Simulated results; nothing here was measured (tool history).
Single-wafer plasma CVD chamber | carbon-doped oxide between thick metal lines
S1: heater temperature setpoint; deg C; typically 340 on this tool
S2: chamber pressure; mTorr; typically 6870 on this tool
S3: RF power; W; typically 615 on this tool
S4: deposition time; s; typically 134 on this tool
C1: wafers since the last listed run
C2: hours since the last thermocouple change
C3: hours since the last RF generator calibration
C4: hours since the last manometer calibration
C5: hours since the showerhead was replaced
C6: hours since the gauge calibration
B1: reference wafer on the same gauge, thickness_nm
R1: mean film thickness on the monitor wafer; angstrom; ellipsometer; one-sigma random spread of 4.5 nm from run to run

run,hour,S1,S2,S3,S4,C1,C2,C3,C4,C5,C6,B1,R1
1,0,340,6870,615,134,0,2555.8,1472,1982,35.9,593.3,758.967,8517.18
# hour 19.5: gauge calibrated
2,83.8,340,6870,615,134,1191,2639.6,1555.8,2065.8,119.7,64.3,750.078,8399.15
3,106,340,6870,615,134,315,2661.8,1578,2088,141.9,86.5,752.408,8418.97
4,125.7,340,6870,615,134,280,2681.5,1597.7,2107.7,161.6,106.2,750.595,8535.92
5,159.6,340,6870,685,134,482,2715.4,1631.6,2141.6,195.5,140.1,751.217,9234.32
# hour 172: thermocouple changed; heater temperature recalibrated
6,175.9,340,6870,685,134,118,3.9,1647.9,2157.9,211.8,156.4,751.937,9328.96
7,205.2,340,6870,685,134,416,33.2,1677.2,2187.2,241.1,185.7,754.206,9331.28
8,228.2,340,7930,615,134,327,56.2,1700.2,2210.2,264.1,208.7,754.594,8575.27
9,249.2,340,7930,615,134,298,77.2,1721.2,2231.2,285.1,229.7,755.905,8668.89
10,270.2,340,6870,615,116,298,98.2,1742.2,2252.2,306.1,250.7,756.056,7393.21
11,296.2,340,6870,615,121,369,124.2,1768.2,2278.2,332.1,276.7,755.178,7790.67
12,325.9,340,6870,615,110,422,153.9,1797.9,2307.9,361.8,306.4,756.802,7049.01
13,357.8,340,6870,615,134,453,185.8,1829.8,2339.8,393.7,338.3,759.669,8545.24
14,391.5,352,7870,650,134,479,219.5,1863.5,2373.5,427.4,372,761.42,8851.7
# hour 407.6: RF generator calibrated
# hour 428.4: capacitance manometer re-zeroed and calibrated
15,489.9,330,5480,615,134,1171,317.9,82.3,61.5,525.8,470.4,762.307,8449.71
16,506.3,340,6870,615,134,233,334.3,98.7,77.9,542.2,486.8,763.611,8584.4
17,531.7,348,6870,520,127,361,359.7,124.1,103.3,567.6,512.2,764.633,6891.39
18,548.2,330,6220,665,124,234,376.2,140.6,119.8,584.1,528.7,763.805,8546.32
19,582.8,340,6870,615,134,492,410.8,175.2,154.4,618.7,563.3,766.253,8660.36
20,596.4,340,6870,615,134,193,424.4,188.8,168,632.3,576.9,765.541,8643.42
# hour 606.9: gauge calibrated
21,627.4,330,5610,720,115,440,455.4,219.8,199,663.3,20.5,744.921,8100.39
22,657.7,349,6870,615,134,430,485.7,250.1,229.3,693.6,50.8,745.604,8187.24
23,686.5,329,6240,615,154,409,514.5,278.9,258.1,722.4,79.6,747.406,9916.44
24,699,327,6870,700,134,177,527,291.4,270.6,734.9,92.1,747.151,9779.87
25,723.4,340,6870,615,134,347,551.4,315.8,295,759.3,116.5,748.649,8378.85
26,749.5,329,5790,565,125,371,577.5,341.9,321.1,785.4,142.6,748.297,7385.76
27,768.2,351,6000,615,114,265,596.2,360.6,339.8,804.1,161.3,748.117,6820.21
28,783.3,340,6870,615,134,214,611.3,375.7,354.9,819.2,176.4,749.739,8478.74
29,797.3,340,6870,615,134,199,625.3,389.7,368.9,833.2,190.4,749.31,8450.2

Some steps in R1 between neighbouring runs. How much of each would the tool show without its hidden state too (settings, what came in, random variation), and how much is left for the hidden state, with any gauge scatter that isn't in both results?
The tool's hidden condition here consists of: wafer temperature above the value expected at the setpoint (K); delivered RF power above the setpoint (%); true pressure above the setpoint (%); gauge reads high (%).
Run 1 -> 2: gauge calibrated. R1 -118.03 angstrom: hidden state -113.11, all else -4.92.
Run 16 -> 17: S1 340 -> 348, S3 615 -> 520, S4 134 -> 127. R1 -1693.01 angstrom: hidden state -35.39, all else -1657.62.
Run 20 -> 21: S1 340 -> 330, S2 6870 -> 5610, S3 615 -> 720, S4 134 -> 115, gauge calibrated. R1 -543.03 angstrom: hidden state -231.24, all else -311.79.
Run 22 -> 23: S1 349 -> 329, S2 6870 -> 6240, S4 134 -> 154. R1 +1729.2 angstrom: hidden state +16.18, all else +1713.02.
